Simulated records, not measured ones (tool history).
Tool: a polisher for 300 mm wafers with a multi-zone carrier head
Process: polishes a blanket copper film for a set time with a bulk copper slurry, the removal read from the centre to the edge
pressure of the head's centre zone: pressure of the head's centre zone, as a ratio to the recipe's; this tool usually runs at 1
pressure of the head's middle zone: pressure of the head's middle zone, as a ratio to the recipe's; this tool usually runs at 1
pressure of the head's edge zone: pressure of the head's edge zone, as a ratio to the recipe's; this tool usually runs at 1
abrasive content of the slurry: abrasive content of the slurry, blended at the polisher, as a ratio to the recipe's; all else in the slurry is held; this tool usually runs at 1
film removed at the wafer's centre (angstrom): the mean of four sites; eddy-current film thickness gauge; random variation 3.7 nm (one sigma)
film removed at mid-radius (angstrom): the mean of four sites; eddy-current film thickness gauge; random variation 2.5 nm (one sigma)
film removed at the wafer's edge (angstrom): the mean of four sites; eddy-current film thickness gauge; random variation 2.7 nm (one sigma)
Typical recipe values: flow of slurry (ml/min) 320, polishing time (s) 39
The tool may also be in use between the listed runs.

run,hour,flow of slurry (ml/min),pressure of the head's centre zone,pressure of the head's middle zone,pressure of the head's edge zone,abrasive content of the slurry,polishing time (s),wafers since the last listed run,wafers polished on this pad,hours since the slurry nozzle was cleaned,hours since the centre zone pressure was calibrated,hours since the edge zone pressure was calibrated,hours since the carrier head's membrane was replaced,"incoming thickness of the incoming film, nm",film removed at the wafer's centre (angstrom),film removed at mid-radius (angstrom),film removed at the wafer's edge (angstrom)
1,0,320,1,1,0.96,1,39,0,1307,438.2,449.2,165.6,823.9,3669.5,2965,3189,3062
2,15.3,320,1,0.94,1,1,39,253,1561,453.5,464.5,180.9,839.2,3742.9,2938,3015,3125
# hour 34.4: worn pad replaced by a new one
3,41.8,320,1,1,1,1,39,373,123,480,491,207.4,865.7,3752,2987,3135,3117
4,56,320,1,1,1,1,39,235,359,494.2,505.2,221.6,879.9,3700.4,2891,3229,3180
5,79.5,320,1,1,1,1,39,389,748,517.7,528.7,245.1,903.4,3714.5,2920,3193,3149
6,93.5,320,1,1,1,1,39,232,981,531.7,542.7,259.1,917.4,3739.4,2908,3148,3123
# hour 98.9: slurry nozzle cleaned
7,112.6,320,1,1,1,1,39,300,1281,13.7,561.8,278.2,936.5,3725.6,2925,3210,3195
8,144.7,415,0.89,1,1,1,35,532,1813,45.8,593.9,310.3,968.6,3679.5,2410,2917,2876
# hour 161.8: carrier head's membrane replaced by a new one
# hour 171: worn pad replaced by a new one
9,179,320,1,0.94,1,1,39,419,132,80.1,628.2,344.6,17.2,3721.5,2995,3004,3168
# hour 183.6: edge zone pressure recalibrated
10,196.5,355,0.91,0.94,1,1.25,39,257,390,97.6,645.7,12.9,34.7,3699.8,2883,3313,3412
11,215.1,320,1,1.08,1.05,1.2,39,308,698,116.2,664.3,31.5,53.3,3776.3,3102,3619,3387
# hour 237.4: centre zone pressure recalibrated
12,241.7,320,1,1,1,0.85,51,408,1106,142.8,4.3,58.1,79.9,3662.2,3942,3868,3883
13,275.4,320,1,0.92,1,1,39,559,1665,176.5,38,91.8,113.6,3723.6,3104,2948,3112
# hour 301.9: worn pad replaced by a new one
14,306.1,320,0.89,1,1,1,39,442,69,207.2,68.7,122.5,144.3,3690,2726,3146,3163
15,335.9,320,1,0.93,1,1,39,494,564,237,98.5,152.3,174.1,3680.3,3064,2941,3114
16,357.9,320,1,1,1,1,39,364,928,259,120.5,174.3,196.1,3719.6,3036,3154,3170
17,374.8,320,1,0.91,1,1,39,280,1209,275.9,137.4,191.2,213,3669.9,3005,2927,3175
18,396.2,390,0.93,1,1,1,39,354,1564,297.3,158.8,212.6,234.4,3701.9,2890,3252,3208
19,423.6,365,1.07,1.09,0.96,1,39,454,2018,324.7,186.2,240,261.8,3721.6,3299,3500,3164
# hour 429.7: worn pad replaced by a new one
20,457.9,320,0.96,1,1,1,39,502,467,359,220.5,274.3,296.1,3718.8,2935,3194,3198

Alternative continuations, all from the tool just after run 20; predict every row:
A,458.3,320,1,1,1,1,39,6,473,359.4,220.9,274.7,296.5,3646.6,?,?,?
B,458.3,235,1,1,1,1,39,6,473,359.4,220.9,274.7,296.5,3646.6,?,?,?
C,458.3,320,1,1.11,1,0.8,39,6,473,359.4,220.9,274.7,296.5,3646.6,?,?,?
D,458.3,320,1.1,1,0.93,1,39,6,473,359.4,220.9,274.7,296.5,3646.6,?,?,?
E,458.3,320,0.92,0.89,0.91,1,49,6,473,359.4,220.9,274.7,296.5,3646.6,?,?,?

run,film removed at the wafer's centre (angstrom),film removed at mid-radius (angstrom),film removed at the wafer's edge (angstrom)
A,3079,3158,3116
B,2970,3057,3040
C,2842,3183,2869
D,3391,3156,3043
E,3553,3601,3802
Take away the tool's hidden state, keep each run's random variation, and the runs would have read:
run,film removed at the wafer's centre (angstrom),film removed at mid-radius (angstrom),film removed at the wafer's edge (angstrom)
A,3204,3157,3116
B,3090,3056,3040
C,2957,3182,2869
D,3527,3155,3043
E,3698,3600,3802
